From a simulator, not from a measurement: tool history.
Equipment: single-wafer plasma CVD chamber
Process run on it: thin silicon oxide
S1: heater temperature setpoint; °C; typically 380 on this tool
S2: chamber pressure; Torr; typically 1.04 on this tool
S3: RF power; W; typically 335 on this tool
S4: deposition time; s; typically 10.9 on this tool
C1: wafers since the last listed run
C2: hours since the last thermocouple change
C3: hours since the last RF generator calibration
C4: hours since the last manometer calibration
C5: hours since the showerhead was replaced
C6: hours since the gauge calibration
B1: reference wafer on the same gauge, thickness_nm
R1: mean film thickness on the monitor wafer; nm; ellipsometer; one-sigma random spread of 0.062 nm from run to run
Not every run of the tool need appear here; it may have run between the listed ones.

| run | hour | S1 | S2 | S3 | S4 | C1 | C2 | C3 | C4 | C5 | C6 | B1 | R1 |
|---|---|---|---|---|---|---|---|---|---|---|---|---|---|
| 1 | 0.0 | 380 | 1.04 | 335 | 10.9 | 0 | 1193.6 | 1888.3 | 1289.2 | 6154.4 | 215.4 | 27.181 | 23.579 |
| 2 | 26.0 | 380 | 1.04 | 335 | 10.9 | 1116 | 1219.6 | 1914.3 | 1315.2 | 6180.4 | 241.4 | 27.169 | 23.454 |
| 3 | 74.6 | 380 | 1.04 | 335 | 10.9 | 2087 | 1268.2 | 1962.9 | 1363.8 | 6229.0 | 290.0 | 27.111 | 23.392 |
| 4 | 133.2 | 380 | 1.04 | 335 | 10.9 | 2516 | 1326.8 | 2021.5 | 1422.4 | 6287.6 | 348.6 | 27.058 | 23.372 |
| 5 | 172.4 | 380 | 1.10 | 295 | 10.9 | 1683 | 1366.0 | 2060.7 | 1461.6 | 6326.8 | 387.8 | 27.014 | 22.173 |
|  | 185.3 | thermocouple changed; heater temperature recalibrated |
| 6 | 207.8 | 380 | 1.10 | 295 | 10.9 | 1176 | 22.5 | 2096.1 | 1497.0 | 6362.2 | 423.2 | 26.968 | 22.103 |
| 7 | 262.4 | 380 | 1.04 | 335 | 10.9 | 2344 | 77.1 | 2150.7 | 1551.6 | 6416.8 | 477.8 | 26.882 | 23.344 |
|  | 280.0 | capacitance manometer re-zeroed and calibrated |
|  | 295.1 | gauge calibrated |
| 8 | 326.6 | 388 | 1.04 | 335 | 9.1 | 2413 | 141.3 | 2214.9 | 46.6 | 6481.0 | 31.5 | 27.324 | 19.567 |
|  | 351.9 | RF generator calibrated |
| 9 | 378.1 | 380 | 1.04 | 335 | 10.9 | 1868 | 192.8 | 26.2 | 98.1 | 6532.5 | 83.0 | 27.304 | 23.593 |
|  | 387.4 | showerhead replaced |
| 10 | 449.7 | 370 | 1.28 | 310 | 8.9 | 2731 | 264.4 | 97.8 | 169.7 | 62.3 | 154.6 | 27.304 | 20.289 |
| 11 | 489.3 | 394 | 1.04 | 335 | 12.2 | 1700 | 304.0 | 137.4 | 209.3 | 101.9 | 194.2 | 27.268 | 26.233 |
| 12 | 515.1 | 380 | 1.04 | 400 | 10.9 | 1108 | 329.8 | 163.2 | 235.1 | 127.7 | 220.0 | 27.236 | 25.840 |
| 13 | 561.2 | 384 | 1.04 | 290 | 10.9 | 1979 | 375.9 | 209.3 | 281.2 | 173.8 | 266.1 | 27.216 | 21.509 |
| 14 | 593.0 | 380 | 1.04 | 335 | 10.9 | 1365 | 407.7 | 241.1 | 313.0 | 205.6 | 297.9 | 27.164 | 23.587 |

Consider 4 possible next runs. They are alternatives, not a sequence: every one starts from the tool as it was left by run 14. What does each give?
| A | 593.4 | 380 | 1.04 | 335 | 10.9 | 17 | 408.1 | 241.5 | 313.4 | 206.0 | 298.3 | ? | ? |
| B | 593.4 | 380 | 0.89 | 335 | 10.9 | 17 | 408.1 | 241.5 | 313.4 | 206.0 | 298.3 | ? | ? |
| C | 593.4 | 367 | 1.04 | 335 | 10.9 | 17 | 408.1 | 241.5 | 313.4 | 206.0 | 298.3 | ? | ? |
| D | 593.4 | 372 | 0.89 | 275 | 11.8 | 17 | 408.1 | 241.5 | 313.4 | 206.0 | 298.3 | ? | ? |

| run | B1 | R1 |
|---|---|---|
| A | 27.171 | 23.535 |
| B | 27.171 | 21.977 |
| C | 27.171 | 23.714 |
| D | 27.171 | 21.119 |
Take away the tool's hidden state, keep each run's random variation, and the runs would have read:
| run | R1 |
|---|---|
| A | 23.639 |
| B | 22.075 |
| C | 23.820 |
| D | 21.213 |
